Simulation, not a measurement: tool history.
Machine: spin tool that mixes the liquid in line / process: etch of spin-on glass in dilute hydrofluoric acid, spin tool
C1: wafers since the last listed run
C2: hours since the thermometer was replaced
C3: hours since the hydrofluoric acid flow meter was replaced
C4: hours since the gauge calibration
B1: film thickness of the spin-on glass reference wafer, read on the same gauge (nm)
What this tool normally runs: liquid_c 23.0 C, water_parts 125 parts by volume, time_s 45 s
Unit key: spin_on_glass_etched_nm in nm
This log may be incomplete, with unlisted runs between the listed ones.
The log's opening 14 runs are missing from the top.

Run 15, hour 197.6: usual settings; C1 188; C2 1767.5; C3 450.6; C4 55.4; B1 59.98. Result: spin_on_glass_etched_nm 18.45 nm.
Run 16, hour 213.9: usual settings; C1 248; C2 1783.8; C3 466.9; C4 71.7; B1 59.96. Result: spin_on_glass_etched_nm 18.28 nm.
Run 17, hour 220.6: usual settings but liquid_c 24.5 C, time_s 65 s; C1 102; C2 1790.5; C3 473.6; C4 78.4; B1 60.00. Result: spin_on_glass_etched_nm 28.12 nm.
At hour 226.7: hydrofluoric acid flow meter replaced.
Run 18, hour 230.9: usual settings; C1 141; C2 1800.8; C3 4.2; C4 88.7; B1 59.99. Result: spin_on_glass_etched_nm 16.53 nm.
Run 19, hour 248.5: usual settings but liquid_c 27.0 C, water_parts 185 parts by volume; C1 268; C2 1818.4; C3 21.8; C4 106.3; B1 60.02. Result: spin_on_glass_etched_nm 12.24 nm.
Run 20, hour 259.5: usual settings but liquid_c 19.0 C, water_parts 70 parts by volume; C1 167; C2 1829.4; C3 32.8; C4 117.3; B1 60.03. Result: spin_on_glass_etched_nm 27.02 nm.
Run 21, hour 273.9: usual settings but liquid_c 26.5 C, water_parts 155 parts by volume, time_s 50 s; C1 219; C2 1843.8; C3 47.2; C4 131.7; B1 59.98. Result: spin_on_glass_etched_nm 16.40 nm.
At hour 303.9: thermometer replaced.
Run 22, hour 320.3: usual settings but time_s 65 s; C1 691; C2 16.4; C3 93.6; C4 178.1; B1 60.06. Result: spin_on_glass_etched_nm 24.68 nm.
Run 23, hour 333.7: usual settings; C1 204; C2 29.8; C3 107.0; C4 191.5; B1 59.99. Result: spin_on_glass_etched_nm 16.86 nm.
Run 24, hour 348.2: usual settings but time_s 40 s; C1 220; C2 44.3; C3 121.5; C4 206.0; B1 59.97. Result: spin_on_glass_etched_nm 14.97 nm.
Run 25, hour 356.5: usual settings; C1 126; C2 52.6; C3 129.8; C4 214.3; B1 59.93. Result: spin_on_glass_etched_nm 17.02 nm.
Run 26, hour 364.2: usual settings but time_s 60 s; C1 117; C2 60.3; C3 137.5; C4 222.0; B1 59.99. Result: spin_on_glass_etched_nm 22.75 nm.
Run 27, hour 377.8: usual settings; C1 207; C2 73.9; C3 151.1; C4 235.6; B1 60.01. Result: spin_on_glass_etched_nm 17.03 nm.
Run 28, hour 387.3: usual settings but water_parts 165 parts by volume, time_s 30 s; C1 144; C2 83.4; C3 160.6; C4 245.1; B1 59.97. Result: spin_on_glass_etched_nm 8.27 nm.
Run 29, hour 403.1: usual settings but liquid_c 26.5 C, water_parts 65 parts by volume, time_s 60 s; C1 240; C2 99.2; C3 176.4; C4 260.9; B1 59.96. Result: spin_on_glass_etched_nm 54.23 nm.
Run 30, hour 418.5: usual settings but liquid_c 21.0 C, time_s 35 s; C1 234; C2 114.6; C3 191.8; C4 276.3; B1 59.99. Result: spin_on_glass_etched_nm 12.19 nm.
Run 31, hour 433.1: usual settings but liquid_c 25.0 C, water_parts 140 parts by volume; C1 222; C2 129.2; C3 206.4; C4 290.9; B1 59.98. Result: spin_on_glass_etched_nm 16.47 nm.
Run 32, hour 441.9: usual settings but liquid_c 20.5 C; C1 134; C2 138.0; C3 215.2; C4 299.7; B1 59.98. Result: spin_on_glass_etched_nm 15.90 nm.
Run 33, hour 454.7: usual settings but liquid_c 19.0 C, water_parts 165 parts by volume; C1 194; C2 150.8; C3 228.0; C4 312.5; B1 60.01. Result: spin_on_glass_etched_nm 10.80 nm.
Run 34, hour 468.2: usual settings but liquid_c 25.5 C, water_parts 75 parts by volume, time_s 30 s; C1 205; C2 164.3; C3 241.5; C4 326.0; B1 60.00. Result: spin_on_glass_etched_nm 22.45 nm.

What if the next run were any one of these 4? Each begins from the tool's condition after run 34:
Run A, hour 468.6: usual settings but liquid_c 24.5 C; C1 6; C2 164.7; C3 241.9; C4 326.4; B1 ?. Result: spin_on_glass_etched_nm ?.
Run B, hour 468.6: usual settings but liquid_c 19.5 C; C1 6; C2 164.7; C3 241.9; C4 326.4; B1 ?. Result: spin_on_glass_etched_nm ?.
Run C, hour 468.6: usual settings but liquid_c 18.5 C, water_parts 165 parts by volume; C1 6; C2 164.7; C3 241.9; C4 326.4; B1 ?. Result: spin_on_glass_etched_nm ?.
Run D, hour 468.6: usual settings but water_parts 85 parts by volume; C1 6; C2 164.7; C3 241.9; C4 326.4; B1 ?. Result: spin_on_glass_etched_nm ?.

run     B1  spin_on_glass_etched_nm
  A  59.96                    18.50
  B  59.96                    15.16
  C  59.96                    10.60
  D  59.96                    26.85
The same runs, with their run-to-run variation unchanged, on a tool lacking any hidden condition would have given:
run  spin_on_glass_etched_nm
  A                    17.50
  B                    14.35
  C                    10.02
  D                    25.46

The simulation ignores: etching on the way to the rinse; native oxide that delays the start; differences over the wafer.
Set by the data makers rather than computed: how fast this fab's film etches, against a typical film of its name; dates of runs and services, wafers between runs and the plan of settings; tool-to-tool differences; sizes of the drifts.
